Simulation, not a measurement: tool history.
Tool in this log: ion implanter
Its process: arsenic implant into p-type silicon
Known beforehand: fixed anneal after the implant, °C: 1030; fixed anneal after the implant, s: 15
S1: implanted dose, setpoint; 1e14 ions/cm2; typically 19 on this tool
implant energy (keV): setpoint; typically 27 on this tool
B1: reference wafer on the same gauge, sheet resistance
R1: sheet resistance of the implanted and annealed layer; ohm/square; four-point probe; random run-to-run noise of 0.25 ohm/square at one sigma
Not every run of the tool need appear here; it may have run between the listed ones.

{"run": 1, "hour": 0.0, "S1": 19, "implant energy (keV)": 27, "B1": 72.51, "R1": 86.43}
{"run": 2, "hour": 62.2, "S1": 19, "implant energy (keV)": 27, "B1": 72.49, "R1": 85.88}
{"run": 3, "hour": 134.1, "S1": 19, "implant energy (keV)": 27, "B1": 72.37, "R1": 85.79}
{"run": 4, "hour": 224.5, "S1": 19, "implant energy (keV)": 27, "B1": 72.3, "R1": 85.88}
{"run": 5, "hour": 285.5, "S1": 19, "implant energy (keV)": 27, "B1": 72.36, "R1": 85.3}
{"run": 6, "hour": 387.4, "S1": 14.62, "implant energy (keV)": 27, "B1": 72.5, "R1": 93.54}
{"run": 7, "hour": 492.2, "S1": 17.59, "implant energy (keV)": 27, "B1": 72.45, "R1": 87.25}
{"run": 8, "hour": 586.6, "S1": 19, "implant energy (keV)": 27, "B1": 72.37, "R1": 85.32}
{"run": 9, "hour": 662.7, "S1": 19, "implant energy (keV)": 27, "B1": 72.31, "R1": 85.31}
{"hour": 677.8, "done": "gauge calibrated"}
{"run": 10, "hour": 767.5, "S1": 19, "implant energy (keV)": 27, "B1": 72.36, "R1": 84.93}
{"run": 11, "hour": 835.6, "S1": 19, "implant energy (keV)": 27, "B1": 72.47, "R1": 85.24}
{"run": 12, "hour": 888.1, "S1": 14.47, "implant energy (keV)": 19.5, "B1": 72.34, "R1": 101.71}
{"run": 13, "hour": 952.3, "S1": 13.88, "implant energy (keV)": 27, "B1": 72.25, "R1": 95.43}
{"hour": 990.8, "done": "Faraday cup replaced and dose calibrated"}
{"run": 14, "hour": 1024.3, "S1": 17.45, "implant energy (keV)": 29.5, "B1": 72.39, "R1": 86.4}
{"run": 15, "hour": 1110.0, "S1": 19, "implant energy (keV)": 27, "B1": 72.35, "R1": 86.56}
{"run": 16, "hour": 1303.9, "S1": 16.89, "implant energy (keV)": 34, "B1": 72.46, "R1": 83.4}
{"hour": 1330.1, "done": "extraction supply calibrated"}
{"run": 17, "hour": 1407.3, "S1": 19, "implant energy (keV)": 27, "B1": 72.41, "R1": 86}
{"run": 18, "hour": 1479.4, "S1": 21.65, "implant energy (keV)": 27, "B1": 72.46, "R1": 82.92}
{"run": 19, "hour": 1574.2, "S1": 14.47, "implant energy (keV)": 19.5, "B1": 72.35, "R1": 102.97}
{"run": 20, "hour": 1638.4, "S1": 16.78, "implant energy (keV)": 24.5, "B1": 72.35, "R1": 91.61}

For run 21, what comes out?
{"run": 21, "hour": 1725.7, "S1": 19, "implant energy (keV)": 27, "B1": "?", "R1": "?"}

{"run 21": {"B1": 72.46, "R1": 85.54}}
Had the tool carried no hidden state, the very same run would have given R1 86.43 ohm/square.

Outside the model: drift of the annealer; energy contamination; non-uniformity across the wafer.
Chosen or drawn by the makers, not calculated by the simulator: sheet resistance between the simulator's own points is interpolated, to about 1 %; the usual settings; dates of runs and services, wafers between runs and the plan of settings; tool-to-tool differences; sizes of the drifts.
